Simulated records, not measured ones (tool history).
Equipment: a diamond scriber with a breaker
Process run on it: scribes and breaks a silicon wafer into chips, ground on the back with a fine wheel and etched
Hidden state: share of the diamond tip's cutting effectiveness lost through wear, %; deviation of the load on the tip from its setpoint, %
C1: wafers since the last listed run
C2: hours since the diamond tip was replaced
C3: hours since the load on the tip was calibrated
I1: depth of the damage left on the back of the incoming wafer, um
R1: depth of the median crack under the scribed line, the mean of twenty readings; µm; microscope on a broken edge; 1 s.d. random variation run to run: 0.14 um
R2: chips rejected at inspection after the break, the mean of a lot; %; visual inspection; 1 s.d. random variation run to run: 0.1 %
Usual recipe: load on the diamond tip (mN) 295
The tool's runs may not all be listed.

run 1 hour=0 | load_on_the_diamond_tip_(mN)=295 | C1=0 C2=280.3 C3=776.6 | I1=0.77 | R1=11.24 R2=2.61
run 2 hour=92.8 | load_on_the_diamond_tip_(mN)=295 | C1=121 C2=373.1 C3=869.4 | I1=0.39 | R1=11.02 R2=2.92
-- hour=129.6 load on the tip recalibrated
run 3 hour=130.2 | load_on_the_diamond_tip_(mN)=295 | C1=46 C2=410.5 C3=0.6 | I1=0.69 | R1=11.24 R2=3.16
run 4 hour=222.6 | load_on_the_diamond_tip_(mN)=332 | C1=121 C2=502.9 C3=93 | I1=0.6 | R1=11.7 R2=1.89
run 5 hour=301.8 | load_on_the_diamond_tip_(mN)=295 | C1=103 C2=582.1 C3=172.2 | I1=0.52 | R1=10.96 R2=4.26
run 6 hour=613.3 | load_on_the_diamond_tip_(mN)=295 | C1=408 C2=893.6 C3=483.7 | I1=0.37 | R1=10.34 R2=4.52
run 7 hour=718.5 | load_on_the_diamond_tip_(mN)=248 | C1=138 C2=998.8 C3=588.9 | I1=0.46 | R1=9.4 R2=10.68
run 8 hour=826.5 | load_on_the_diamond_tip_(mN)=248 | C1=141 C2=1106.8 C3=696.9 | I1=0.31 | R1=9.3 R2=10.53
run 9 hour=886.8 | load_on_the_diamond_tip_(mN)=248 | C1=79 C2=1167.1 C3=757.2 | I1=0.43 | R1=9.27 R2=10.95
-- hour=915 diamond tip replaced by a new one
-- hour=1026.6 load on the tip recalibrated
run 10 hour=1094 | load_on_the_diamond_tip_(mN)=250 | C1=266 C2=179 C3=67.4 | I1=0.45 | R1=10.34 R2=4.9
run 11 hour=1148.7 | load_on_the_diamond_tip_(mN)=250 | C1=71 C2=233.7 C3=122.1 | I1=0.74 | R1=10.29 R2=5.72
run 12 hour=1251.1 | load_on_the_diamond_tip_(mN)=344 | C1=134 C2=336.1 C3=224.5 | I1=0.5 | R1=12.31 R2=1.6
run 13 hour=1298.7 | load_on_the_diamond_tip_(mN)=344 | C1=62 C2=383.7 C3=272.1 | I1=0.36 | R1=11.99 R2=1.55
run 14 hour=1341.8 | load_on_the_diamond_tip_(mN)=266 | C1=56 C2=426.8 C3=315.2 | I1=0.78 | R1=10.33 R2=5.65
run 15 hour=1430.5 | load_on_the_diamond_tip_(mN)=266 | C1=116 C2=515.5 C3=403.9 | I1=0.62 | R1=10.07 R2=6.54
run 16 hour=1672.2 | load_on_the_diamond_tip_(mN)=353 | C1=317 C2=757.2 C3=645.6 | I1=0.58 | R1=12.05 R2=1.71
run 17 hour=1709.5 | load_on_the_diamond_tip_(mN)=295 | C1=48 C2=794.5 C3=682.9 | I1=0.74 | R1=10.53 R2=4.08
run 18 hour=1757.3 | load_on_the_diamond_tip_(mN)=295 | C1=62 C2=842.3 C3=730.7 | I1=0.78 | R1=10.51 R2=4.28
run 19 hour=1826.1 | load_on_the_diamond_tip_(mN)=295 | C1=90 C2=911.1 C3=799.5 | I1=0.58 | R1=10.8 R2=4.41
-- hour=1897.9 load on the tip recalibrated
run 20 hour=1919.6 | load_on_the_diamond_tip_(mN)=267 | C1=120 C2=1004.6 C3=21.7 | I1=0.65 | R1=9.84 R2=7.79
run 21 hour=1978.6 | load_on_the_diamond_tip_(mN)=361 | C1=77 C2=1063.6 C3=80.7 | I1=0.69 | R1=12.05 R2=1.77
run 22 hour=2079.2 | load_on_the_diamond_tip_(mN)=236 | C1=131 C2=1164.2 C3=181.3 | I1=0.67 | R1=9.17 R2=13.58
-- hour=2154 diamond tip replaced by a new one
run 23 hour=2155.2 | load_on_the_diamond_tip_(mN)=321 | C1=97 C2=1.2 C3=257.3 | I1=0.78 | R1=12.65 R2=1.58
run 24 hour=2220.3 | load_on_the_diamond_tip_(mN)=234 | C1=85 C2=66.3 C3=322.4 | I1=0.38 | R1=10.01 R2=6.1
run 25 hour=2322.4 | load_on_the_diamond_tip_(mN)=254 | C1=133 C2=168.4 C3=424.5 | I1=0.42 | R1=10.24 R2=5.11
run 26 hour=2378.6 | load_on_the_diamond_tip_(mN)=349 | C1=73 C2=224.6 C3=480.7 | I1=0.6 | R1=12.22 R2=1.84
run 27 hour=2414.9 | load_on_the_diamond_tip_(mN)=324 | C1=47 C2=260.9 C3=517 | I1=0.67 | R1=11.78 R2=1.91
run 28 hour=2471 | load_on_the_diamond_tip_(mN)=340 | C1=73 C2=317 C3=573.1 | I1=0.52 | R1=11.83 R2=1.7
run 29 hour=2508.8 | load_on_the_diamond_tip_(mN)=207 | C1=49 C2=354.8 C3=610.9 | I1=0.56 | R1=8.64 R2=13.76
-- hour=2605.2 load on the tip recalibrated
run 30 hour=2609.5 | load_on_the_diamond_tip_(mN)=213 | C1=129 C2=455.5 C3=4.3 | I1=0.63 | R1=8.44 R2=15.77
run 31 hour=2685 | load_on_the_diamond_tip_(mN)=295 | C1=99 C2=531 C3=79.8 | I1=0.78 | R1=10.66 R2=3.92
run 32 hour=2762.2 | load_on_the_diamond_tip_(mN)=270 | C1=101 C2=608.2 C3=157 | I1=0.49 | R1=10.06 R2=7.33
run 33 hour=2834.1 | load_on_the_diamond_tip_(mN)=295 | C1=94 C2=680.1 C3=228.9 | I1=0.49 | R1=10.4 R2=4.66
run 34 hour=2908.3 | load_on_the_diamond_tip_(mN)=381 | C1=97 C2=754.3 C3=303.1 | I1=0.51 | R1=12.07 R2=1.8
run 35 hour=2990.5 | load_on_the_diamond_tip_(mN)=245 | C1=107 C2=836.5 C3=385.3 | I1=0.34 | R1=9.44 R2=13.07
run 36 hour=3077.8 | load_on_the_diamond_tip_(mN)=295 | C1=114 C2=923.8 C3=472.6 | I1=0.46 | R1=10.3 R2=4.76
run 37 hour=3182.1 | load_on_the_diamond_tip_(mN)=295 | C1=136 C2=1028.1 C3=576.9 | I1=0.75 | R1=10.15 R2=5.52
run 38 hour=3290.1 | load_on_the_diamond_tip_(mN)=326 | C1=141 C2=1136.1 C3=684.9 | I1=0.74 | R1=10.93 R2=2.97
-- hour=3403.1 diamond tip replaced by a new one
-- hour=3444.2 load on the tip recalibrated
run 39 hour=3605.2 | load_on_the_diamond_tip_(mN)=227 | C1=408 C2=202.1 C3=161 | I1=0.48 | R1=9.6 R2=8.52

How the hidden state differs across the entries between the runs, from the last listed run before each to the first after it:
Logged between run 2 and run 3: load on the tip recalibrated (hour 129.6)
  share of the diamond tip's cutting effectiveness lost through wear, %: 13.8 -> 14.6
  the result without the hidden state subtracted from the measured one, R1: -1.15 -> -1.24 µm; R2: +1.29 -> +1.48 %
Logged between run 9 and run 10: diamond tip replaced by a new one (hour 915); load on the tip recalibrated (hour 1026.6)
  share of the diamond tip's cutting effectiveness lost through wear, %: 20.6 -> 8.02
  the result without the hidden state subtracted from the measured one, R1: -1.54 -> -0.59 µm; R2: +7.57 -> +1.87 %
Logged between run 19 and run 20: load on the tip recalibrated (hour 1897.9)
  share of the diamond tip's cutting effectiveness lost through wear, %: 19.1 -> 19.5
  the result without the hidden state subtracted from the measured one, R1: -1.64 -> -1.53 µm; R2: +2.7 -> +5.44 %
Logged between run 22 and run 23: diamond tip replaced by a new one (hour 2154)
  share of the diamond tip's cutting effectiveness lost through wear, %: 20 -> 3.02
  the result without the hidden state subtracted from the measured one, R1: -1.47 -> -0.26 µm; R2: +8.83 -> -0.21 %
Logged between run 29 and run 30: load on the tip recalibrated (hour 2605.2)
  share of the diamond tip's cutting effectiveness lost through wear, %: 15.7 -> 17.5
  the result without the hidden state subtracted from the measured one, R1: -1.04 -> -1.16 µm; R2: +6.67 -> +8.51 %
Logged between run 38 and run 39: diamond tip replaced by a new one (hour 3403.1); load on the tip recalibrated (hour 3444.2)
  share of the diamond tip's cutting effectiveness lost through wear, %: 22.7 -> 9.34
  the result without the hidden state subtracted from the measured one, R1: -2.04 -> -0.65 µm; R2: +0.92 -> +3.27 %
